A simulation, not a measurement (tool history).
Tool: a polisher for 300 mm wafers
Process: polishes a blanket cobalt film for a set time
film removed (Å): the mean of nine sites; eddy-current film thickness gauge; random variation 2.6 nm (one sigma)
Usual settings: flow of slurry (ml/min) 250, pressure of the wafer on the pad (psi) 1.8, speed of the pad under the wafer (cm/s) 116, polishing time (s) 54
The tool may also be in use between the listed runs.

run	day	flow of slurry (ml/min)	pressure of the wafer on the pad (psi)	speed of the pad under the wafer (cm/s)	polishing time (s)	incoming thickness of the incoming film, nm	film removed (Å)
1	0.000	250	1.8	116	54	1327.6	2702
2	1.679	250	1.8	116	54	1325.9	2758
# day 2.325: head pressure recalibrated
# day 2.475: worn pad replaced by a new one
3	2.971	185	1.3	116	54	1311.3	1755
4	5.742	185	1.3	116	54	1345.3	1764
5	7.971	185	1.3	116	54	1302.4	1782
6	10.846	250	1.8	116	54	1310.0	2535
7	12.017	250	1.8	116	54	1321.7	2560
8	14.375	250	1.8	116	54	1313.8	2596
9	16.458	250	1.8	116	54	1306.5	2580
10	18.188	250	1.8	116	54	1333.3	2627
# day 18.529: worn pad replaced by a new one
# day 19.208: slurry nozzle cleaned
11	20.358	250	1.8	116	54	1309.8	2672
12	21.512	250	1.6	116	54	1326.4	2400
13	23.542	250	1.6	116	54	1317.1	2359
14	25.929	250	1.6	116	54	1301.4	2464
# day 27.629: head pressure recalibrated
15	28.150	250	1.8	116	54	1309.5	2502
16	30.967	250	1.8	116	54	1319.2	2538
17	32.350	250	1.8	116	54	1321.6	2498
18	33.638	340	2.2	92	38	1323.0	1797
# day 33.862: worn pad replaced by a new one
19	35.479	200	1.6	90	54	1324.5	1723
20	36.708	250	1.8	116	38	1332.6	1805
21	39.196	250	1.8	116	71	1329.7	3362
22	40.258	330	1.8	116	39	1337.5	1899
23	43.125	180	1.8	106	45	1305.1	1938
24	45.250	250	1.8	116	64	1335.3	3127
25	46.375	250	1.8	116	54	1300.7	2653
# day 47.283: worn pad replaced by a new one
# day 48.025: slurry nozzle cleaned
26	48.062	250	1.8	138	54	1331.9	3238
27	49.475	250	2.3	92	71	1301.9	3620
28	50.808	250	1.8	116	54	1304.1	2729
29	53.458	250	1.3	116	54	1298.0	1964
# day 53.783: head pressure recalibrated
30	56.067	250	2.2	116	54	1339.8	3067
31	57.350	250	1.8	116	54	1307.2	2545
32	59.946	250	2.3	116	54	1319.5	3217
33	61.721	250	1.8	116	44	1323.2	2111
# day 62.771: worn pad replaced by a new one
34	63.988	250	1.8	116	54	1335.5	2606
35	65.500	280	1.8	116	63	1305.4	3085
36	67.108	250	1.3	116	66	1294.9	2301
37	69.771	210	2.1	134	44	1321.7	2894

4 ways to go on from here, each from the tool as it stands after run 37. What would each give?
A	69.788	250	2.0	116	54	1306.7	?
B	69.788	200	1.8	130	64	1306.7	?
C	69.788	325	1.8	116	61	1306.7	?
D	69.788	300	2.1	116	36	1306.7	?

run	film removed (Å)
A	2962
B	3459
C	3081
D	2108
Without the tool's hidden state the same runs would have given:
run	film removed (Å)
A	2828
B	3302
C	2942
D	2012
